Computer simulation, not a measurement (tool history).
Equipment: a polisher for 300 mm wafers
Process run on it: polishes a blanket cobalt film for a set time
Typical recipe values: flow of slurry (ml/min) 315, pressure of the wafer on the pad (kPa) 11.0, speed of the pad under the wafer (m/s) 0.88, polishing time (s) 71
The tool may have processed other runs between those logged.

| run | day | flow of slurry (ml/min) | pressure of the wafer on the pad (kPa) | speed of the pad under the wafer (m/s) | polishing time (s) | incoming thickness of the incoming film, nm | film removed (angstrom) |
|---|---|---|---|---|---|---|---|
| 1 | 0.000 | 315 | 11.0 | 0.88 | 71 | 1021.6 | 1865 |
| 2 | 2.496 | 315 | 11.0 | 0.88 | 71 | 1014.5 | 1864 |
|  | 3.829 | worn pad replaced by a new one |
|  | 7.400 | slurry nozzle cleaned |
| 3 | 13.158 | 315 | 11.0 | 0.88 | 71 | 1021.3 | 1869 |
| 4 | 15.796 | 315 | 11.0 | 0.88 | 71 | 1019.1 | 1847 |
|  | 17.421 | worn pad replaced by a new one |
| 5 | 18.392 | 315 | 9.7 | 0.88 | 71 | 1016.1 | 1898 |
| 6 | 19.904 | 390 | 11.0 | 0.88 | 78 | 998.2 | 2233 |
|  | 21.829 | head pressure recalibrated |
| 7 | 21.850 | 390 | 11.0 | 0.88 | 78 | 1013.3 | 2130 |
| 8 | 25.975 | 315 | 9.7 | 0.66 | 71 | 1026.9 | 1400 |
| 9 | 28.429 | 315 | 9.7 | 0.66 | 71 | 993.7 | 1402 |
|  | 29.075 | worn pad replaced by a new one |
|  | 29.817 | slurry nozzle cleaned |
| 10 | 31.838 | 315 | 9.7 | 0.66 | 71 | 998.3 | 1431 |
| 11 | 33.829 | 315 | 11.0 | 0.96 | 71 | 998.8 | 1999 |
| 12 | 36.812 | 315 | 11.0 | 0.96 | 71 | 1019.1 | 1979 |
| 13 | 38.850 | 315 | 11.0 | 0.98 | 71 | 995.2 | 2060 |
| 14 | 41.275 | 315 | 11.0 | 0.88 | 71 | 1011.1 | 1875 |
| 15 | 42.817 | 275 | 8.3 | 0.70 | 91 | 1003.2 | 1621 |
|  | 43.546 | worn pad replaced by a new one |
| 16 | 46.412 | 315 | 11.0 | 0.88 | 71 | 1005.2 | 1997 |
| 17 | 48.383 | 230 | 11.0 | 0.68 | 71 | 997.2 | 1542 |
| 18 | 50.375 | 315 | 9.7 | 0.88 | 54 | 1006.4 | 1308 |
|  | 50.592 | slurry nozzle cleaned |
| 19 | 52.438 | 385 | 14.5 | 0.70 | 79 | 1013.5 | 2185 |
| 20 | 54.004 | 315 | 11.0 | 0.88 | 71 | 1009.9 | 1867 |
|  | 54.938 | worn pad replaced by a new one |
| 21 | 58.208 | 355 | 9.7 | 0.68 | 57 | 1016.7 | 1179 |
| 22 | 60.212 | 315 | 8.3 | 0.88 | 47 | 1013.4 | 1072 |
| 23 | 63.067 | 315 | 7.6 | 0.88 | 71 | 1026.3 | 1491 |
| 24 | 65.550 | 420 | 11.0 | 0.88 | 71 | 996.4 | 1902 |

Consider 3 possible next runs. They are alternatives, not a sequence: every one starts from the tool as it was left by run 24. What does each give?
| A | 65.567 | 375 | 11.0 | 0.88 | 71 | 1009.4 | ? |
| B | 65.567 | 265 | 6.9 | 0.60 | 56 | 1009.4 | ? |
| C | 65.567 | 270 | 11.0 | 0.88 | 88 | 1009.4 | ? |

| run | film removed (angstrom) |
|---|---|
| A | 1891 |
| B | 808 |
| C | 2273 |
The same runs, with their run-to-run variation unchanged, on a tool lacking any hidden condition would have given:
| run | film removed (angstrom) |
|---|---|
| A | 2151 |
| B | 919 |
| C | 2586 |
